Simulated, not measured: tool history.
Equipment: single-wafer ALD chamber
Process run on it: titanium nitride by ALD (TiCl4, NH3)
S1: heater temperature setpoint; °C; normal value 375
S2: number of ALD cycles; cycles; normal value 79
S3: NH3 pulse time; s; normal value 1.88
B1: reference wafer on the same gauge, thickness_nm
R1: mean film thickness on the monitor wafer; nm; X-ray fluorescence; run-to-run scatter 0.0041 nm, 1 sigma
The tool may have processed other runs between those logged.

| run | hour | S1 | S2 | S3 | B1 | R1 |
|---|---|---|---|---|---|---|
| 1 | 0.0 | 375 | 79 | 1.88 | 1.720 | 1.707 |
| 2 | 35.5 | 375 | 79 | 1.88 | 1.720 | 1.717 |
| 3 | 72.9 | 375 | 79 | 1.88 | 1.723 | 1.711 |
| 4 | 126.8 | 375 | 79 | 1.88 | 1.727 | 1.707 |
| 5 | 175.0 | 385 | 84 | 1.88 | 1.728 | 1.840 |
|  | 186.9 | gauge calibrated |
| 6 | 238.5 | 375 | 79 | 1.88 | 1.711 | 1.702 |
| 7 | 307.8 | 375 | 79 | 1.88 | 1.712 | 1.699 |
| 8 | 366.1 | 375 | 79 | 1.88 | 1.712 | 1.710 |
| 9 | 395.8 | 384 | 79 | 1.71 | 1.713 | 1.708 |
| 10 | 462.6 | 384 | 79 | 1.71 | 1.713 | 1.706 |
| 11 | 506.8 | 384 | 79 | 1.71 | 1.716 | 1.704 |
| 12 | 553.7 | 375 | 79 | 1.88 | 1.717 | 1.711 |
| 13 | 592.2 | 363 | 75 | 2.52 | 1.718 | 1.629 |
|  | 622.5 | showerhead replaced |
| 14 | 646.5 | 375 | 85 | 2.25 | 1.720 | 1.863 |
| 15 | 679.2 | 375 | 79 | 1.88 | 1.721 | 1.712 |
| 16 | 710.5 | 388 | 90 | 1.88 | 1.722 | 1.969 |
| 17 | 757.2 | 366 | 79 | 1.13 | 1.726 | 1.593 |
|  | 789.4 | thermocouple changed; heater temperature recalibrated |
| 18 | 799.4 | 362 | 79 | 1.88 | 1.729 | 1.677 |
|  | 843.1 | gauge calibrated |
| 19 | 856.7 | 360 | 75 | 2.43 | 1.708 | 1.614 |
| 20 | 887.6 | 375 | 65 | 1.88 | 1.708 | 1.394 |
| 21 | 952.0 | 375 | 79 | 1.88 | 1.708 | 1.698 |
| 22 | 1006.8 | 375 | 84 | 1.52 | 1.708 | 1.781 |
| 23 | 1053.9 | 375 | 79 | 1.88 | 1.708 | 1.707 |
| 24 | 1116.0 | 366 | 79 | 1.88 | 1.710 | 1.673 |
| 25 | 1145.3 | 365 | 79 | 1.67 | 1.710 | 1.661 |

Here are 5 independent what-if runs from the current tool condition. What would each one return?
| A | 1145.9 | 375 | 79 | 1.54 | ? | ? |
| B | 1145.9 | 375 | 90 | 1.88 | ? | ? |
| C | 1145.9 | 386 | 79 | 1.55 | ? | ? |
| D | 1145.9 | 382 | 66 | 1.28 | ? | ? |
| E | 1145.9 | 379 | 79 | 1.88 | ? | ? |

| run | B1 | R1 |
|---|---|---|
| A | 1.711 | 1.670 |
| B | 1.711 | 1.936 |
| C | 1.711 | 1.692 |
| D | 1.711 | 1.382 |
| E | 1.711 | 1.705 |
With no hidden state in the tool, these same runs would have given:
| run | R1 |
|---|---|
| A | 1.669 |
| B | 1.934 |
| C | 1.690 |
| D | 1.381 |
| E | 1.704 |

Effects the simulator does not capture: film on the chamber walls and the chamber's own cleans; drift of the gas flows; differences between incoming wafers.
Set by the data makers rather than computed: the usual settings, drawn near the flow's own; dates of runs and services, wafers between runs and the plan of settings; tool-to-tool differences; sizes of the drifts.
